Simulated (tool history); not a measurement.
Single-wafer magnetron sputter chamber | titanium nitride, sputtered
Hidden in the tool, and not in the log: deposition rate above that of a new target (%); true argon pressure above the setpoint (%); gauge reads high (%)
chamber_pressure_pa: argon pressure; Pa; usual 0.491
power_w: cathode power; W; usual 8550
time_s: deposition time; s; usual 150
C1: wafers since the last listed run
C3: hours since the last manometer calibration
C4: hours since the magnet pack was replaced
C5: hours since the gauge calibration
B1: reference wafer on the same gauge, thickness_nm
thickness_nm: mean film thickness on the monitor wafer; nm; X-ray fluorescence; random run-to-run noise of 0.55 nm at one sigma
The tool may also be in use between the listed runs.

run 1 day=0.000 | chamber_pressure_pa=0.491 power_w=7750 time_s=150 | C1=0 wafers_on_the_sputter_target=7812 C3=542.4 C4=4493.7 C5=268.0 | B1=256.977 | thickness_nm=224.783
-- day=4.871 sputter target and shields replaced
run 2 day=5.358 | chamber_pressure_pa=0.491 power_w=8550 time_s=150 | C1=1561 wafers_on_the_sputter_target=151 C3=671.0 C4=4622.3 C5=396.6 | B1=257.056 | thickness_nm=251.191
run 3 day=7.879 | chamber_pressure_pa=0.491 power_w=8550 time_s=150 | C1=783 wafers_on_the_sputter_target=934 C3=731.5 C4=4682.8 C5=457.1 | B1=257.083 | thickness_nm=249.840
run 4 day=10.383 | chamber_pressure_pa=0.618 power_w=7450 time_s=150 | C1=777 wafers_on_the_sputter_target=1712 C3=791.6 C4=4742.9 C5=517.2 | B1=256.961 | thickness_nm=202.732
run 5 day=13.471 | chamber_pressure_pa=0.618 power_w=7450 time_s=150 | C1=959 wafers_on_the_sputter_target=2671 C3=865.7 C4=4817.0 C5=591.3 | B1=256.945 | thickness_nm=202.790
run 6 day=16.654 | chamber_pressure_pa=0.491 power_w=8550 time_s=143 | C1=988 wafers_on_the_sputter_target=3660 C3=942.1 C4=4893.4 C5=667.7 | B1=257.051 | thickness_nm=237.640
run 7 day=19.117 | chamber_pressure_pa=0.491 power_w=8550 time_s=143 | C1=765 wafers_on_the_sputter_target=4425 C3=1001.2 C4=4952.5 C5=726.8 | B1=257.061 | thickness_nm=237.466
run 8 day=21.900 | chamber_pressure_pa=0.491 power_w=8550 time_s=143 | C1=864 wafers_on_the_sputter_target=5290 C3=1068.0 C4=5019.3 C5=793.6 | B1=256.922 | thickness_nm=237.490
run 9 day=23.983 | chamber_pressure_pa=0.491 power_w=8550 time_s=150 | C1=647 wafers_on_the_sputter_target=5937 C3=1118.0 C4=5069.3 C5=843.6 | B1=256.985 | thickness_nm=247.971
-- day=26.333 magnet pack replaced
run 10 day=26.354 | chamber_pressure_pa=0.491 power_w=8550 time_s=150 | C1=632 wafers_on_the_sputter_target=6570 C3=1174.9 C4=0.5 C5=900.5 | B1=257.115 | thickness_nm=248.692
-- day=27.675 sputter target and shields replaced
run 11 day=30.767 | chamber_pressure_pa=0.491 power_w=8550 time_s=150 | C1=1267 wafers_on_the_sputter_target=960 C3=1280.8 C4=106.4 C5=1006.4 | B1=256.930 | thickness_nm=250.260
run 12 day=33.462 | chamber_pressure_pa=0.491 power_w=8550 time_s=150 | C1=837 wafers_on_the_sputter_target=1797 C3=1345.5 C4=171.1 C5=1071.1 | B1=256.867 | thickness_nm=249.661
run 13 day=36.908 | chamber_pressure_pa=0.491 power_w=8550 time_s=150 | C1=1070 wafers_on_the_sputter_target=2868 C3=1428.2 C4=253.8 C5=1153.8 | B1=256.992 | thickness_nm=248.955
run 14 day=40.662 | chamber_pressure_pa=0.491 power_w=8550 time_s=150 | C1=1166 wafers_on_the_sputter_target=4034 C3=1518.3 C4=343.9 C5=1243.9 | B1=257.019 | thickness_nm=249.040
run 15 day=44.883 | chamber_pressure_pa=0.491 power_w=7400 time_s=150 | C1=1311 wafers_on_the_sputter_target=5345 C3=1619.6 C4=445.2 C5=1345.2 | B1=257.000 | thickness_nm=215.090
-- day=49.412 capacitance manometer re-zeroed and calibrated
run 16 day=49.433 | chamber_pressure_pa=0.491 power_w=8550 time_s=168 | C1=1309 wafers_on_the_sputter_target=6655 C3=0.5 C4=554.4 C5=1454.4 | B1=256.931 | thickness_nm=277.931
run 17 day=53.442 | chamber_pressure_pa=0.491 power_w=7100 time_s=138 | C1=1245 wafers_on_the_sputter_target=7901 C3=96.7 C4=650.6 C5=1550.6 | B1=256.987 | thickness_nm=190.228
run 18 day=56.692 | chamber_pressure_pa=0.660 power_w=8550 time_s=150 | C1=1009 wafers_on_the_sputter_target=8910 C3=174.7 C4=728.6 C5=1628.6 | B1=256.905 | thickness_nm=226.978
-- day=57.617 sputter target and shields replaced
run 19 day=59.925 | chamber_pressure_pa=0.491 power_w=8550 time_s=150 | C1=900 wafers_on_the_sputter_target=717 C3=252.3 C4=806.2 C5=1706.2 | B1=256.966 | thickness_nm=250.631
run 20 day=62.171 | chamber_pressure_pa=0.491 power_w=8550 time_s=150 | C1=697 wafers_on_the_sputter_target=1415 C3=306.2 C4=860.1 C5=1760.1 | B1=257.005 | thickness_nm=249.798
run 21 day=69.433 | chamber_pressure_pa=0.304 power_w=7250 time_s=178 | C1=2256 wafers_on_the_sputter_target=3671 C3=480.5 C4=1034.4 C5=1934.4 | B1=256.953 | thickness_nm=277.372
-- day=70.429 gauge calibrated
run 22 day=71.504 | chamber_pressure_pa=0.491 power_w=8550 time_s=171 | C1=643 wafers_on_the_sputter_target=4314 C3=530.2 C4=1084.1 C5=25.8 | B1=256.977 | thickness_nm=283.727
run 23 day=75.596 | chamber_pressure_pa=0.614 power_w=7500 time_s=150 | C1=1271 wafers_on_the_sputter_target=5586 C3=628.4 C4=1182.3 C5=124.0 | B1=256.934 | thickness_nm=203.735
run 24 day=79.692 | chamber_pressure_pa=0.491 power_w=8550 time_s=137 | C1=1272 wafers_on_the_sputter_target=6858 C3=726.7 C4=1280.6 C5=222.3 | B1=257.126 | thickness_nm=226.156
run 25 day=82.304 | chamber_pressure_pa=0.491 power_w=8550 time_s=150 | C1=811 wafers_on_the_sputter_target=7670 C3=789.4 C4=1343.3 C5=285.0 | B1=257.006 | thickness_nm=247.681
-- day=83.271 sputter target and shields replaced
run 26 day=85.542 | chamber_pressure_pa=0.491 power_w=9450 time_s=150 | C1=902 wafers_on_the_sputter_target=705 C3=867.1 C4=1421.0 C5=362.7 | B1=257.016 | thickness_nm=277.018
run 27 day=87.258 | chamber_pressure_pa=0.491 power_w=8550 time_s=150 | C1=533 wafers_on_the_sputter_target=1238 C3=908.3 C4=1462.2 C5=403.9 | B1=257.040 | thickness_nm=249.359
run 28 day=90.725 | chamber_pressure_pa=0.664 power_w=7950 time_s=136 | C1=1076 wafers_on_the_sputter_target=2315 C3=991.5 C4=1545.4 C5=487.1 | B1=257.000 | thickness_nm=191.854
run 29 day=93.671 | chamber_pressure_pa=0.491 power_w=8550 time_s=150 | C1=915 wafers_on_the_sputter_target=3230 C3=1062.2 C4=1616.1 C5=557.8 | B1=257.049 | thickness_nm=248.247
run 30 day=101.400 | chamber_pressure_pa=0.422 power_w=8550 time_s=150 | C1=2401 wafers_on_the_sputter_target=5631 C3=1247.7 C4=1801.6 C5=743.3 | B1=256.979 | thickness_nm=257.916
run 31 day=105.733 | chamber_pressure_pa=0.491 power_w=8550 time_s=150 | C1=1346 wafers_on_the_sputter_target=6978 C3=1351.7 C4=1905.6 C5=847.3 | B1=257.009 | thickness_nm=248.231
-- day=107.596 sputter target and shields replaced
run 32 day=107.683 | chamber_pressure_pa=0.423 power_w=8550 time_s=150 | C1=502 wafers_on_the_sputter_target=27 C3=1398.5 C4=1952.4 C5=894.1 | B1=257.010 | thickness_nm=261.378
run 33 day=111.392 | chamber_pressure_pa=0.491 power_w=8550 time_s=150 | C1=1152 wafers_on_the_sputter_target=1179 C3=1487.5 C4=2041.4 C5=983.1 | B1=256.991 | thickness_nm=249.964
run 34 day=115.117 | chamber_pressure_pa=0.304 power_w=6650 time_s=159 | C1=1157 wafers_on_the_sputter_target=2336 C3=1576.9 C4=2130.8 C5=1072.5 | B1=256.920 | thickness_nm=227.452

For some of the steps in thickness_nm from one run to the next: how much would appear even if the tool had no hidden state, given the settings, what came in and random variation, and how much remains for the hidden state plus any gauge scatter that the measured result and the result without hidden state don't share?
Run 1 -> 2: power_w 7750 -> 8550, sputter target and shields replaced. thickness_nm +26.408 nm: hidden state +1.962, all else +24.446.
Run 15 -> 16: power_w 7400 -> 8550, time_s 150 -> 168, capacitance manometer re-zeroed and calibrated. thickness_nm +62.841 nm: hidden state -0.856, all else +63.697.
Run 16 -> 17: power_w 8550 -> 7100, time_s 168 -> 138. thickness_nm -87.703 nm: hidden state +0.936, all else -88.639.
Run 18 -> 19: chamber_pressure_pa 0.660 -> 0.491, sputter target and shields replaced. thickness_nm +23.653 nm: hidden state +1.782, all else +21.871.
Run 22 -> 23: chamber_pressure_pa 0.491 -> 0.614, power_w 8550 -> 7500, time_s 171 -> 150. thickness_nm -79.992 nm: hidden state +0.618, all else -80.610.
Run 31 -> 32: chamber_pressure_pa 0.491 -> 0.423, sputter target and shields replaced. thickness_nm +13.147 nm: hidden state +2.577, all else +10.570.

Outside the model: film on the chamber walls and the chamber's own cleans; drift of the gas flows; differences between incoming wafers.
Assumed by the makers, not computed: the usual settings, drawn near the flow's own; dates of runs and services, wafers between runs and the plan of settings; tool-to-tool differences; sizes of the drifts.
